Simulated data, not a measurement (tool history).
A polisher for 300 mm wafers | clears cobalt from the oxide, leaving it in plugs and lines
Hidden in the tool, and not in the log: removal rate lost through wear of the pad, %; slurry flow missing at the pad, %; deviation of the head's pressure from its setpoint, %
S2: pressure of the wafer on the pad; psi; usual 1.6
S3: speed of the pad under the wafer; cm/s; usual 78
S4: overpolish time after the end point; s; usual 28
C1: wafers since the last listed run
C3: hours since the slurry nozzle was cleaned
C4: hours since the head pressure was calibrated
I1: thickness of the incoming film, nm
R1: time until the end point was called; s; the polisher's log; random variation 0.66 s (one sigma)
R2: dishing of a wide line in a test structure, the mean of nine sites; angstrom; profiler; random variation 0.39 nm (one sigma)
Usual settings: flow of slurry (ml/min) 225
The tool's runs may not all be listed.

{"run": 1, "hour": 0.0, "flow of slurry (ml/min)": 170, "S2": 1.6, "S3": 78, "S4": 28, "C1": 0, "wafers polished on this pad": 1779, "C3": 143.1, "C4": 928.9, "I1": 171, "R1": 47, "R2": 360}
{"hour": 71.8, "done": "worn pad replaced by a new one"}
{"run": 2, "hour": 79.8, "flow of slurry (ml/min)": 170, "S2": 1.6, "S3": 78, "S4": 28, "C1": 1095, "wafers polished on this pad": 115, "C3": 222.9, "C4": 1008.7, "I1": 171.3, "R1": 47.5, "R2": 357}
{"run": 3, "hour": 154.2, "flow of slurry (ml/min)": 225, "S2": 1.6, "S3": 78, "S4": 28, "C1": 1075, "wafers polished on this pad": 1190, "C3": 297.3, "C4": 1083.1, "I1": 168.9, "R1": 45.2, "R2": 364}
{"run": 4, "hour": 213.7, "flow of slurry (ml/min)": 225, "S2": 1.6, "S3": 78, "S4": 28, "C1": 860, "wafers polished on this pad": 2050, "C3": 356.8, "C4": 1142.6, "I1": 167.9, "R1": 46, "R2": 363}
{"hour": 247.3, "done": "worn pad replaced by a new one"}
{"run": 5, "hour": 250.0, "flow of slurry (ml/min)": 225, "S2": 1.6, "S3": 78, "S4": 28, "C1": 466, "wafers polished on this pad": 39, "C3": 393.1, "C4": 1178.9, "I1": 170.2, "R1": 45.9, "R2": 362}
{"run": 6, "hour": 332.9, "flow of slurry (ml/min)": 225, "S2": 1.6, "S3": 78, "S4": 28, "C1": 1198, "wafers polished on this pad": 1237, "C3": 476, "C4": 1261.8, "I1": 170.7, "R1": 47.3, "R2": 361}
{"run": 7, "hour": 433.9, "flow of slurry (ml/min)": 225, "S2": 1.6, "S3": 78, "S4": 28, "C1": 1460, "wafers polished on this pad": 2697, "C3": 577, "C4": 1362.8, "I1": 172.5, "R1": 48.5, "R2": 359}
{"hour": 469.3, "done": "worn pad replaced by a new one"}
{"run": 8, "hour": 636.7, "flow of slurry (ml/min)": 225, "S2": 1.6, "S3": 78, "S4": 28, "C1": 2873, "wafers polished on this pad": 2419, "C3": 779.8, "C4": 1565.6, "I1": 172.2, "R1": 49.5, "R2": 355}
{"hour": 669.7, "done": "worn pad replaced by a new one"}
{"run": 9, "hour": 724.7, "flow of slurry (ml/min)": 225, "S2": 1.6, "S3": 96, "S4": 28, "C1": 1214, "wafers polished on this pad": 794, "C3": 867.8, "C4": 1653.6, "I1": 172.4, "R1": 41.1, "R2": 379}
{"hour": 727.3, "done": "slurry nozzle cleaned"}
{"hour": 744.1, "done": "head pressure recalibrated"}
{"run": 10, "hour": 769.7, "flow of slurry (ml/min)": 295, "S2": 1.3, "S3": 78, "S4": 13, "C1": 607, "wafers polished on this pad": 1401, "C3": 42.4, "C4": 25.6, "I1": 172.5, "R1": 48.7, "R2": 252}
{"run": 11, "hour": 806.6, "flow of slurry (ml/min)": 285, "S2": 1.1, "S3": 88, "S4": 39, "C1": 533, "wafers polished on this pad": 1935, "C3": 79.3, "C4": 62.5, "I1": 169.8, "R1": 48.2, "R2": 388}
{"run": 12, "hour": 862.8, "flow of slurry (ml/min)": 225, "S2": 2, "S3": 60, "S4": 28, "C1": 812, "wafers polished on this pad": 2747, "C3": 135.5, "C4": 118.7, "I1": 170.9, "R1": 50, "R2": 355}
{"hour": 883.0, "done": "worn pad replaced by a new one"}
{"run": 13, "hour": 946.2, "flow of slurry (ml/min)": 225, "S2": 1.6, "S3": 78, "S4": 28, "C1": 1147, "wafers polished on this pad": 913, "C3": 218.9, "C4": 202.1, "I1": 169.6, "R1": 44.2, "R2": 361}
{"run": 14, "hour": 1016.8, "flow of slurry (ml/min)": 225, "S2": 1.3, "S3": 78, "S4": 37, "C1": 1020, "wafers polished on this pad": 1934, "C3": 289.5, "C4": 272.7, "I1": 171.6, "R1": 50.6, "R2": 381}

4 ways to go on from here, each from the tool as it stands after run 14. What would each give?
{"run": "A", "hour": 1017.2, "flow of slurry (ml/min)": 225, "S2": 1.6, "S3": 50, "S4": 28, "C1": 5, "wafers polished on this pad": 1939, "C3": 289.9, "C4": 273.1, "I1": 170.1, "R1": "?", "R2": "?"}
{"run": "B", "hour": 1017.2, "flow of slurry (ml/min)": 225, "S2": 2.1, "S3": 78, "S4": 28, "C1": 5, "wafers polished on this pad": 1939, "C3": 289.9, "C4": 273.1, "I1": 170.1, "R1": "?", "R2": "?"}
{"run": "C", "hour": 1017.2, "flow of slurry (ml/min)": 300, "S2": 1.1, "S3": 78, "S4": 28, "C1": 5, "wafers polished on this pad": 1939, "C3": 289.9, "C4": 273.1, "I1": 170.1, "R1": "?", "R2": "?"}
{"run": "D", "hour": 1017.2, "flow of slurry (ml/min)": 225, "S2": 1, "S3": 78, "S4": 40, "C1": 5, "wafers polished on this pad": 1939, "C3": 289.9, "C4": 273.1, "I1": 170.1, "R1": "?", "R2": "?"}

run=A R1=68.1 R2=318
run=B R1=37.6 R2=382
run=C R1=53.6 R2=348
run=D R1=57.9 R2=379
Without the tool's hidden state the same runs would have given:
run=A R1=68.1 R2=318
run=B R1=37.6 R2=382
run=C R1=53.6 R2=348
run=D R1=58 R2=379
